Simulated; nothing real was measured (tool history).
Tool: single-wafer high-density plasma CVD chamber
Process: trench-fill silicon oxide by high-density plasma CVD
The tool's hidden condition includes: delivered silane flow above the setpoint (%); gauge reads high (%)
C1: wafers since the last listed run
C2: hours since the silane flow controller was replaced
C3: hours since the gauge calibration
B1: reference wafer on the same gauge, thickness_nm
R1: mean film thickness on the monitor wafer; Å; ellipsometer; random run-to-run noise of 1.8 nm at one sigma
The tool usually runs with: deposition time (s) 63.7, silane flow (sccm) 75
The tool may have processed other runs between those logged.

{"run": 1, "hour": 0.0, "deposition time (s)": 54.5, "silane flow (sccm)": 67, "C1": 0, "C2": 2473.1, "C3": 535.2, "B1": 549.353, "R1": 3412.97}
{"run": 2, "hour": 88.8, "deposition time (s)": 54.5, "silane flow (sccm)": 67, "C1": 1626, "C2": 2561.9, "C3": 624, "B1": 549.207, "R1": 3388.45}
{"run": 3, "hour": 143.1, "deposition time (s)": 63.7, "silane flow (sccm)": 75, "C1": 994, "C2": 2616.2, "C3": 678.3, "B1": 548.807, "R1": 4469.41}
{"run": 4, "hour": 224.5, "deposition time (s)": 63.7, "silane flow (sccm)": 75, "C1": 1491, "C2": 2697.6, "C3": 759.7, "B1": 548.576, "R1": 4478.03}
{"run": 5, "hour": 318.8, "deposition time (s)": 63.7, "silane flow (sccm)": 75, "C1": 1727, "C2": 2791.9, "C3": 854, "B1": 549.298, "R1": 4476.61}
{"run": 6, "hour": 374.1, "deposition time (s)": 63.7, "silane flow (sccm)": 75, "C1": 1013, "C2": 2847.2, "C3": 909.3, "B1": 548.952, "R1": 4462.3}
{"run": 7, "hour": 464.8, "deposition time (s)": 58.4, "silane flow (sccm)": 75, "C1": 1661, "C2": 2937.9, "C3": 1000, "B1": 548.885, "R1": 4051.95}
{"hour": 500.3, "done": "gauge calibrated"}
{"run": 8, "hour": 531.2, "deposition time (s)": 63.7, "silane flow (sccm)": 75, "C1": 1216, "C2": 3004.3, "C3": 30.9, "B1": 548.827, "R1": 4486.46}
{"run": 9, "hour": 597.5, "deposition time (s)": 63.7, "silane flow (sccm)": 75, "C1": 1214, "C2": 3070.6, "C3": 97.2, "B1": 549.179, "R1": 4434.42}
{"run": 10, "hour": 648.9, "deposition time (s)": 63.7, "silane flow (sccm)": 75, "C1": 941, "C2": 3122, "C3": 148.6, "B1": 549.225, "R1": 4470.15}
{"run": 11, "hour": 710.8, "deposition time (s)": 63.7, "silane flow (sccm)": 75, "C1": 1134, "C2": 3183.9, "C3": 210.5, "B1": 549.114, "R1": 4455.54}
{"run": 12, "hour": 754.9, "deposition time (s)": 56.9, "silane flow (sccm)": 75, "C1": 807, "C2": 3228, "C3": 254.6, "B1": 548.758, "R1": 3941.64}
{"run": 13, "hour": 822.1, "deposition time (s)": 63.7, "silane flow (sccm)": 65, "C1": 1231, "C2": 3295.2, "C3": 321.8, "B1": 549.087, "R1": 3857.27}
{"run": 14, "hour": 885.6, "deposition time (s)": 63.7, "silane flow (sccm)": 82, "C1": 1163, "C2": 3358.7, "C3": 385.3, "B1": 548.486, "R1": 4852.24}
{"run": 15, "hour": 945.4, "deposition time (s)": 63.7, "silane flow (sccm)": 75, "C1": 1095, "C2": 3418.5, "C3": 445.1, "B1": 549.144, "R1": 4476.47}
{"run": 16, "hour": 996.8, "deposition time (s)": 75.4, "silane flow (sccm)": 75, "C1": 941, "C2": 3469.9, "C3": 496.5, "B1": 549.115, "R1": 5268.46}
{"run": 17, "hour": 1052.3, "deposition time (s)": 75.5, "silane flow (sccm)": 88, "C1": 1016, "C2": 3525.4, "C3": 552, "B1": 549.125, "R1": 6163.45}
{"hour": 1064.3, "done": "silane flow controller replaced"}
{"run": 18, "hour": 1102.4, "deposition time (s)": 57, "silane flow (sccm)": 89, "C1": 771, "C2": 38.1, "C3": 602.1, "B1": 549.514, "R1": 4950.9}
{"run": 19, "hour": 1237.6, "deposition time (s)": 51.8, "silane flow (sccm)": 63, "C1": 2476, "C2": 173.3, "C3": 737.3, "B1": 548.397, "R1": 3176.23}
{"run": 20, "hour": 1313.7, "deposition time (s)": 76.2, "silane flow (sccm)": 63, "C1": 1394, "C2": 249.4, "C3": 813.4, "B1": 549.224, "R1": 4672.74}
{"run": 21, "hour": 1420.1, "deposition time (s)": 63.7, "silane flow (sccm)": 86, "C1": 1949, "C2": 355.8, "C3": 919.8, "B1": 549.218, "R1": 5248.42}
{"run": 22, "hour": 1523.3, "deposition time (s)": 63.7, "silane flow (sccm)": 75, "C1": 1890, "C2": 459, "C3": 1023, "B1": 548.937, "R1": 4555.58}
{"run": 23, "hour": 1570.5, "deposition time (s)": 63.7, "silane flow (sccm)": 75, "C1": 864, "C2": 506.2, "C3": 1070.2, "B1": 548.607, "R1": 4546.66}
{"hour": 1577.0, "done": "gauge calibrated"}
{"run": 24, "hour": 1663.1, "deposition time (s)": 71.8, "silane flow (sccm)": 89, "C1": 1696, "C2": 598.8, "C3": 86.1, "B1": 549.283, "R1": 6078.24}

Alternative continuations, all from the tool just after run 24; predict every row:
{"run": "A", "hour": 1663.5, "deposition time (s)": 63.7, "silane flow (sccm)": 75, "C1": 7, "C2": 599.2, "C3": 86.5, "B1": "?", "R1": "?"}
{"run": "B", "hour": 1663.5, "deposition time (s)": 71, "silane flow (sccm)": 62, "C1": 7, "C2": 599.2, "C3": 86.5, "B1": "?", "R1": "?"}
{"run": "C", "hour": 1663.5, "deposition time (s)": 73.6, "silane flow (sccm)": 75, "C1": 7, "C2": 599.2, "C3": 86.5, "B1": "?", "R1": "?"}
{"run": "D", "hour": 1663.5, "deposition time (s)": 63.7, "silane flow (sccm)": 85, "C1": 7, "C2": 599.2, "C3": 86.5, "B1": "?", "R1": "?"}

run=A B1=549.487 R1=4533.49
run=B B1=549.487 R1=4194.34
run=C B1=549.487 R1=5238.07
run=D B1=549.487 R1=5126.1
Take away the tool's hidden state, keep each run's random variation, and the runs would have read:
run=A R1=4661.46
run=B R1=4312.74
run=C R1=5385.92
run=D R1=5270.8
